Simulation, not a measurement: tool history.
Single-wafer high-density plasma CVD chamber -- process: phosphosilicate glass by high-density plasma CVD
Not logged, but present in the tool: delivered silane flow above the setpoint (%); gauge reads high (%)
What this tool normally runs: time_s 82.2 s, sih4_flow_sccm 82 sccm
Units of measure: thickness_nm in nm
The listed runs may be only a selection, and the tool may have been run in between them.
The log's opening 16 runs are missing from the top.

run	day	time_s	sih4_flow_sccm	wafers since the last listed run	hours since the silane flow controller was replaced	hours since the gauge calibration	read-back reference wafer on the same gauge, thickness_nm	thickness_nm
17	49.342	82.2	76	1502	2453.3	1960.1	662.338	600.941
# day 50.612: silane flow controller replaced
18	50.958	73.1	95	485	8.3	1998.9	661.029	665.901
19	55.217	82.2	82	1609	110.5	2101.1	661.176	642.688
20	57.371	82.2	82	814	162.2	2152.8	661.375	644.311
21	60.521	88.4	82	1190	237.8	2228.4	660.849	687.682
# day 61.538: gauge calibrated
22	64.729	82.2	82	1590	338.8	76.6	690.032	673.548
23	67.517	82.2	69	1053	405.7	143.5	687.212	562.986
24	71.296	92.7	73	1428	496.4	234.2	684.070	670.638
25	74.708	92.6	97	1289	578.3	316.1	682.119	879.472
26	77.754	88.8	96	1151	651.4	389.2	678.754	845.195
27	81.804	82.2	87	1530	748.6	486.4	677.198	700.475
28	83.975	67.9	82	820	800.7	538.5	676.451	546.339
29	87.092	76.3	88	1177	875.5	613.3	673.696	655.088
30	90.125	67.0	73	1146	948.3	686.1	672.976	478.780
31	94.167	67.2	82	1527	1045.3	783.1	671.866	536.876
32	96.871	72.5	98	1022	1110.2	848.0	670.623	696.113
33	101.371	70.8	94	1700	1218.2	956.0	669.836	646.103
34	103.496	88.4	89	803	1269.2	1007.0	668.623	761.777
35	105.979	82.2	82	938	1328.8	1066.6	668.586	650.580
36	109.617	73.0	66	1374	1416.1	1153.9	667.334	466.287

Here are 4 independent what-if runs from the current tool condition. What would each one return?
A	109.633	82.2	97	6	1416.5	1154.3	?	?
B	109.633	96.3	90	6	1416.5	1154.3	?	?
C	109.633	94.4	89	6	1416.5	1154.3	?	?
D	109.633	72.6	67	6	1416.5	1154.3	?	?

run	read-back reference wafer on the same gauge, thickness_nm	thickness_nm
A	666.319	777.116
B	666.319	844.717
C	666.319	818.850
D	666.319	474.082
With the hidden condition removed and each run's random variation left untouched, the same runs would have given:
run	thickness_nm
A	807.921
B	878.202
C	851.310
D	492.875
